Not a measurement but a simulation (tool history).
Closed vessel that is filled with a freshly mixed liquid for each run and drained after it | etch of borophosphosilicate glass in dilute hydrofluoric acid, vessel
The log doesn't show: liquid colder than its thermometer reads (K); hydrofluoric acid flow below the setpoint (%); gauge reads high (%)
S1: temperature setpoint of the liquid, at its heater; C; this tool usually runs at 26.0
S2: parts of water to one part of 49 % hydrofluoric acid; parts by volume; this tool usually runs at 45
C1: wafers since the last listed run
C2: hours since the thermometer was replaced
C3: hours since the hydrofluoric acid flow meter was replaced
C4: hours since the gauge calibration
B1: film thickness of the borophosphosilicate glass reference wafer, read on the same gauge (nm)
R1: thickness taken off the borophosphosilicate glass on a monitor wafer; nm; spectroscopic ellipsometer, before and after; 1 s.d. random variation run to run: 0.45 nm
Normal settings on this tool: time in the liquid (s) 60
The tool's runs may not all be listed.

{"run": 1, "day": 0.0, "S1": 26.0, "S2": 45, "time in the liquid (s)": 60, "C1": 0, "C2": 1373.0, "C3": 1746.0, "C4": 749.5, "B1": 100.0, "R1": 52.79}
{"run": 2, "day": 0.796, "S1": 26.0, "S2": 45, "time in the liquid (s)": 60, "C1": 1750, "C2": 1392.1, "C3": 1765.1, "C4": 768.6, "B1": 100.0, "R1": 52.82}
{"run": 3, "day": 1.983, "S1": 26.0, "S2": 45, "time in the liquid (s)": 60, "C1": 2612, "C2": 1420.6, "C3": 1793.6, "C4": 797.1, "B1": 100.02, "R1": 51.71}
{"run": 4, "day": 2.688, "S1": 26.0, "S2": 45, "time in the liquid (s)": 60, "C1": 1549, "C2": 1437.5, "C3": 1810.5, "C4": 814.0, "B1": 99.99, "R1": 52.5}
{"run": 5, "day": 4.008, "S1": 26.0, "S2": 45, "time in the liquid (s)": 80, "C1": 2905, "C2": 1469.2, "C3": 1842.2, "C4": 845.7, "B1": 100.02, "R1": 69.74}
{"run": 6, "day": 5.375, "S1": 26.0, "S2": 45, "time in the liquid (s)": 80, "C1": 3006, "C2": 1502.0, "C3": 1875.0, "C4": 878.5, "B1": 100.0, "R1": 69.71}
{"run": 7, "day": 6.396, "S1": 26.0, "S2": 45, "time in the liquid (s)": 60, "C1": 2245, "C2": 1526.5, "C3": 1899.5, "C4": 903.0, "B1": 99.99, "R1": 52.4}
{"run": 8, "day": 7.504, "S1": 30.5, "S2": 55, "time in the liquid (s)": 45, "C1": 2438, "C2": 1553.1, "C3": 1926.1, "C4": 929.6, "B1": 100.0, "R1": 37.66}
{"run": 9, "day": 8.242, "S1": 26.0, "S2": 30, "time in the liquid (s)": 60, "C1": 1622, "C2": 1570.8, "C3": 1943.8, "C4": 947.3, "B1": 99.99, "R1": 78.91}
{"day": 8.542, "done": "hydrofluoric acid flow meter replaced"}
{"run": 10, "day": 9.208, "S1": 24.5, "S2": 45, "time in the liquid (s)": 60, "C1": 2034, "C2": 1594.0, "C3": 16.0, "C4": 970.5, "B1": 99.99, "R1": 52.67}
{"run": 11, "day": 9.771, "S1": 26.0, "S2": 45, "time in the liquid (s)": 60, "C1": 1237, "C2": 1607.5, "C3": 29.5, "C4": 984.0, "B1": 99.99, "R1": 55.6}
{"run": 12, "day": 10.55, "S1": 26.0, "S2": 45, "time in the liquid (s)": 60, "C1": 1714, "C2": 1626.2, "C3": 48.2, "C4": 1002.7, "B1": 100.03, "R1": 56.02}
{"run": 13, "day": 11.146, "S1": 26.0, "S2": 45, "time in the liquid (s)": 60, "C1": 1310, "C2": 1640.5, "C3": 62.5, "C4": 1017.0, "B1": 100.01, "R1": 55.75}
{"run": 14, "day": 12.4, "S1": 26.0, "S2": 60, "time in the liquid (s)": 85, "C1": 2758, "C2": 1670.6, "C3": 92.6, "C4": 1047.1, "B1": 99.97, "R1": 58.23}
{"run": 15, "day": 13.221, "S1": 26.0, "S2": 45, "time in the liquid (s)": 60, "C1": 1805, "C2": 1690.3, "C3": 112.3, "C4": 1066.8, "B1": 99.99, "R1": 55.76}
{"run": 16, "day": 13.746, "S1": 26.0, "S2": 45, "time in the liquid (s)": 70, "C1": 1154, "C2": 1702.9, "C3": 124.9, "C4": 1079.4, "B1": 99.99, "R1": 65.1}
{"run": 17, "day": 14.629, "S1": 26.0, "S2": 60, "time in the liquid (s)": 30, "C1": 1943, "C2": 1724.1, "C3": 146.1, "C4": 1100.6, "B1": 100.02, "R1": 20.39}
{"run": 18, "day": 15.383, "S1": 28.5, "S2": 45, "time in the liquid (s)": 70, "C1": 1659, "C2": 1742.2, "C3": 164.2, "C4": 1118.7, "B1": 100.01, "R1": 71.71}
{"run": 19, "day": 19.288, "S1": 26.0, "S2": 45, "time in the liquid (s)": 60, "C1": 8588, "C2": 1835.9, "C3": 257.9, "C4": 1212.4, "B1": 100.0, "R1": 55.08}
{"day": 19.9, "done": "thermometer replaced"}
{"run": 20, "day": 20.475, "S1": 26.0, "S2": 35, "time in the liquid (s)": 35, "C1": 2520, "C2": 13.8, "C3": 286.4, "C4": 1240.9, "B1": 100.03, "R1": 44.71}
{"run": 21, "day": 21.504, "S1": 26.0, "S2": 50, "time in the liquid (s)": 75, "C1": 2263, "C2": 38.5, "C3": 311.1, "C4": 1265.6, "B1": 100.03, "R1": 64.8}
{"day": 21.838, "done": "gauge calibrated"}
{"run": 22, "day": 22.471, "S1": 26.0, "S2": 45, "time in the liquid (s)": 60, "C1": 2126, "C2": 61.7, "C3": 334.3, "C4": 15.2, "B1": 100.01, "R1": 58.29}
{"run": 23, "day": 23.85, "S1": 26.0, "S2": 30, "time in the liquid (s)": 45, "C1": 3033, "C2": 94.8, "C3": 367.4, "C4": 48.3, "B1": 100.0, "R1": 68.24}
{"run": 24, "day": 25.183, "S1": 23.0, "S2": 40, "time in the liquid (s)": 40, "C1": 2933, "C2": 126.8, "C3": 399.4, "C4": 80.3, "B1": 100.02, "R1": 39.14}
{"run": 25, "day": 26.271, "S1": 30.0, "S2": 45, "time in the liquid (s)": 85, "C1": 2392, "C2": 152.9, "C3": 425.5, "C4": 106.4, "B1": 100.01, "R1": 96.56}
{"run": 26, "day": 26.817, "S1": 23.0, "S2": 45, "time in the liquid (s)": 60, "C1": 1200, "C2": 166.0, "C3": 438.6, "C4": 119.5, "B1": 99.99, "R1": 51.37}
{"run": 27, "day": 27.942, "S1": 26.0, "S2": 45, "time in the liquid (s)": 60, "C1": 2474, "C2": 193.0, "C3": 465.6, "C4": 146.5, "B1": 100.01, "R1": 58.79}
{"run": 28, "day": 29.367, "S1": 26.0, "S2": 45, "time in the liquid (s)": 60, "C1": 3134, "C2": 227.2, "C3": 499.8, "C4": 180.7, "B1": 100.01, "R1": 57.91}
{"run": 29, "day": 30.829, "S1": 26.0, "S2": 45, "time in the liquid (s)": 60, "C1": 3217, "C2": 262.3, "C3": 534.9, "C4": 215.8, "B1": 99.99, "R1": 57.81}
{"run": 30, "day": 32.179, "S1": 26.0, "S2": 60, "time in the liquid (s)": 30, "C1": 2969, "C2": 294.7, "C3": 567.3, "C4": 248.2, "B1": 100.01, "R1": 21.2}
{"run": 31, "day": 33.621, "S1": 26.0, "S2": 55, "time in the liquid (s)": 70, "C1": 3171, "C2": 329.3, "C3": 601.9, "C4": 282.8, "B1": 100.01, "R1": 53.81}

Each row is a separate what-if for the run after 31, all from the same tool condition, not one after another. Results?
{"run": "A", "day": 33.65, "S1": 26.0, "S2": 45, "time in the liquid (s)": 60, "C1": 64, "C2": 330.0, "C3": 602.6, "C4": 283.5, "B1": "?", "R1": "?"}
{"run": "B", "day": 33.65, "S1": 26.0, "S2": 25, "time in the liquid (s)": 60, "C1": 64, "C2": 330.0, "C3": 602.6, "C4": 283.5, "B1": "?", "R1": "?"}
{"run": "C", "day": 33.65, "S1": 30.0, "S2": 45, "time in the liquid (s)": 45, "C1": 64, "C2": 330.0, "C3": 602.6, "C4": 283.5, "B1": "?", "R1": "?"}
{"run": "D", "day": 33.65, "S1": 24.0, "S2": 45, "time in the liquid (s)": 35, "C1": 64, "C2": 330.0, "C3": 602.6, "C4": 283.5, "B1": "?", "R1": "?"}
{"run": "E", "day": 33.65, "S1": 29.0, "S2": 45, "time in the liquid (s)": 60, "C1": 64, "C2": 330.0, "C3": 602.6, "C4": 283.5, "B1": "?", "R1": "?"}

run=A B1=100.01 R1=57.24
run=B B1=100.01 R1=106.05
run=C B1=100.01 R1=50.40
run=D B1=100.01 R1=30.76
run=E B1=100.01 R1=64.59
Without the tool's unlogged condition, the same runs would have read:
run=A R1=59.92
run=B R1=110.95
run=C R1=52.75
run=D R1=32.20
run=E R1=67.60
